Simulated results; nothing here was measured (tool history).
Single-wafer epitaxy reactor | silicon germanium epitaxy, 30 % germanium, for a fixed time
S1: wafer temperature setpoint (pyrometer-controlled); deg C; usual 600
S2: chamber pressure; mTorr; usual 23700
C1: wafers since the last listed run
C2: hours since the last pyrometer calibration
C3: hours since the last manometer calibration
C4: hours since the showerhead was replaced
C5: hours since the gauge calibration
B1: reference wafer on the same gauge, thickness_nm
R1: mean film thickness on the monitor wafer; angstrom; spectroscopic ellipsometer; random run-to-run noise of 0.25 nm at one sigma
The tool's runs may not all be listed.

Run 1, hour 0.0: usual settings; C1 0; C2 879.8; C3 2055.1; C4 5518.3; C5 970.1; B1 67.989. Result: R1 627.42 angstrom.
Run 2, hour 25.2: usual settings but S2 19100 mTorr; C1 534; C2 905.0; C3 2080.3; C4 5543.5; C5 995.3; B1 67.902. Result: R1 574.96 angstrom.
Run 3, hour 95.5: usual settings but S2 19100 mTorr; C1 1491; C2 975.3; C3 2150.6; C4 5613.8; C5 1065.6; B1 67.922. Result: R1 575.58 angstrom.
Run 4, hour 140.2: usual settings but S2 19100 mTorr; C1 948; C2 1020.0; C3 2195.3; C4 5658.5; C5 1110.3; B1 68.024. Result: R1 576.31 angstrom.
Run 5, hour 211.6: usual settings; C1 1515; C2 1091.4; C3 2266.7; C4 5729.9; C5 1181.7; B1 67.931. Result: R1 626.39 angstrom.
Run 6, hour 276.4: usual settings; C1 1375; C2 1156.2; C3 2331.5; C4 5794.7; C5 1246.5; B1 67.952. Result: R1 629.93 angstrom.
Run 7, hour 319.7: usual settings; C1 918; C2 1199.5; C3 2374.8; C4 5838.0; C5 1289.8; B1 67.836. Result: R1 628.76 angstrom.
Run 8, hour 357.8: usual settings; C1 808; C2 1237.6; C3 2412.9; C4 5876.1; C5 1327.9; B1 67.878. Result: R1 625.18 angstrom.
Run 9, hour 412.8: usual settings; C1 1167; C2 1292.6; C3 2467.9; C4 5931.1; C5 1382.9; B1 67.831. Result: R1 623.98 angstrom.
Run 10, hour 445.2: usual settings; C1 687; C2 1325.0; C3 2500.3; C4 5963.5; C5 1415.3; B1 67.770. Result: R1 623.67 angstrom.
Run 11, hour 515.9: usual settings; C1 1500; C2 1395.7; C3 2571.0; C4 6034.2; C5 1486.0; B1 67.999. Result: R1 628.72 angstrom.
At hour 534.3: showerhead replaced.
At hour 561.0: capacitance manometer re-zeroed and calibrated.
Run 12, hour 563.5: usual settings but S2 26900 mTorr; C1 670; C2 1443.3; C3 2.5; C4 29.2; C5 1533.6; B1 67.934. Result: R1 631.52 angstrom.
Run 13, hour 619.9: usual settings but S2 26900 mTorr; C1 1196; C2 1499.7; C3 58.9; C4 85.6; C5 1590.0; B1 67.883. Result: R1 635.44 angstrom.
Run 14, hour 651.1: usual settings but S2 26900 mTorr; C1 662; C2 1530.9; C3 90.1; C4 116.8; C5 1621.2; B1 67.867. Result: R1 632.95 angstrom.
Run 15, hour 839.2: usual settings; C1 3991; C2 1719.0; C3 278.2; C4 304.9; C5 1809.3; B1 67.721. Result: R1 614.77 angstrom.
Run 16, hour 894.7: usual settings but S1 591 deg C, S2 18700 mTorr; C1 1177; C2 1774.5; C3 333.7; C4 360.4; C5 1864.8; B1 67.906. Result: R1 487.54 angstrom.
Run 17, hour 938.8: usual settings but S1 604 deg C, S2 18200 mTorr; C1 935; C2 1818.6; C3 377.8; C4 404.5; C5 1908.9; B1 67.936. Result: R1 592.96 angstrom.
Run 18, hour 976.0: usual settings but S2 29500 mTorr; C1 789; C2 1855.8; C3 415.0; C4 441.7; C5 1946.1; B1 67.829. Result: R1 671.72 angstrom.
At hour 1008.5: gauge calibrated.
Run 19, hour 1036.9: usual settings but S1 604 deg C, S2 18200 mTorr; C1 1292; C2 1916.7; C3 475.9; C4 502.6; C5 28.4; B1 67.923. Result: R1 591.86 angstrom.
Run 20, hour 1069.2: usual settings but S1 590 deg C, S2 25700 mTorr; C1 685; C2 1949.0; C3 508.2; C4 534.9; C5 60.7; B1 67.900. Result: R1 536.27 angstrom.
Run 21, hour 1131.0: usual settings but S2 25900 mTorr; C1 1311; C2 2010.8; C3 570.0; C4 596.7; C5 122.5; B1 67.816. Result: R1 635.38 angstrom.
Run 22, hour 1190.0: usual settings; C1 1252; C2 2069.8; C3 629.0; C4 655.7; C5 181.5; B1 67.842. Result: R1 615.72 angstrom.
At hour 1210.0: pyrometer calibrated.
Run 23, hour 1250.2: usual settings but S2 25900 mTorr; C1 1107; C2 40.2; C3 689.2; C4 715.9; C5 241.7; B1 67.826. Result: R1 640.17 angstrom.
Run 24, hour 1303.2: usual settings; C1 1124; C2 93.2; C3 742.2; C4 768.9; C5 294.7; B1 68.003. Result: R1 613.60 angstrom.
Run 25, hour 1427.3: usual settings; C1 2633; C2 217.3; C3 866.3; C4 893.0; C5 418.8; B1 67.849. Result: R1 616.00 angstrom.
Run 26, hour 1452.1: usual settings but S1 606 deg C; C1 526; C2 242.1; C3 891.1; C4 917.8; C5 443.6; B1 67.937. Result: R1 676.75 angstrom.
Run 27, hour 1492.2: usual settings; C1 851; C2 282.2; C3 931.2; C4 957.9; C5 483.7; B1 67.695. Result: R1 615.68 angstrom.
Run 28, hour 1530.6: usual settings; C1 814; C2 320.6; C3 969.6; C4 996.3; C5 522.1; B1 67.831. Result: R1 620.55 angstrom.
Run 29, hour 1578.5: usual settings but S1 591 deg C; C1 1016; C2 368.5; C3 1017.5; C4 1044.2; C5 570.0; B1 67.982. Result: R1 535.66 angstrom.
Run 30, hour 1602.8: usual settings but S1 612 deg C, S2 19600 mTorr; C1 515; C2 392.8; C3 1041.8; C4 1068.5; C5 594.3; B1 67.951. Result: R1 695.34 angstrom.
Run 31, hour 1658.4: usual settings but S2 27000 mTorr; C1 1179; C2 448.4; C3 1097.4; C4 1124.1; C5 649.9; B1 67.739. Result: R1 650.57 angstrom.
Run 32, hour 1724.5: usual settings but S1 587 deg C, S2 27000 mTorr; C1 1402; C2 514.5; C3 1163.5; C4 1190.2; C5 716.0; B1 67.943. Result: R1 527.00 angstrom.

The next listed run, before its measurement:
Run 33, hour 1786.6: usual settings but S1 585 deg C; C1 1317; C2 576.6; C3 1225.6; C4 1252.3; C5 778.1; B1 ?. Result: R1 ?.

B1: 67.986
R1: 489.10 angstrom
Without the tool's hidden state the same run would have given R1 479.76 angstrom.

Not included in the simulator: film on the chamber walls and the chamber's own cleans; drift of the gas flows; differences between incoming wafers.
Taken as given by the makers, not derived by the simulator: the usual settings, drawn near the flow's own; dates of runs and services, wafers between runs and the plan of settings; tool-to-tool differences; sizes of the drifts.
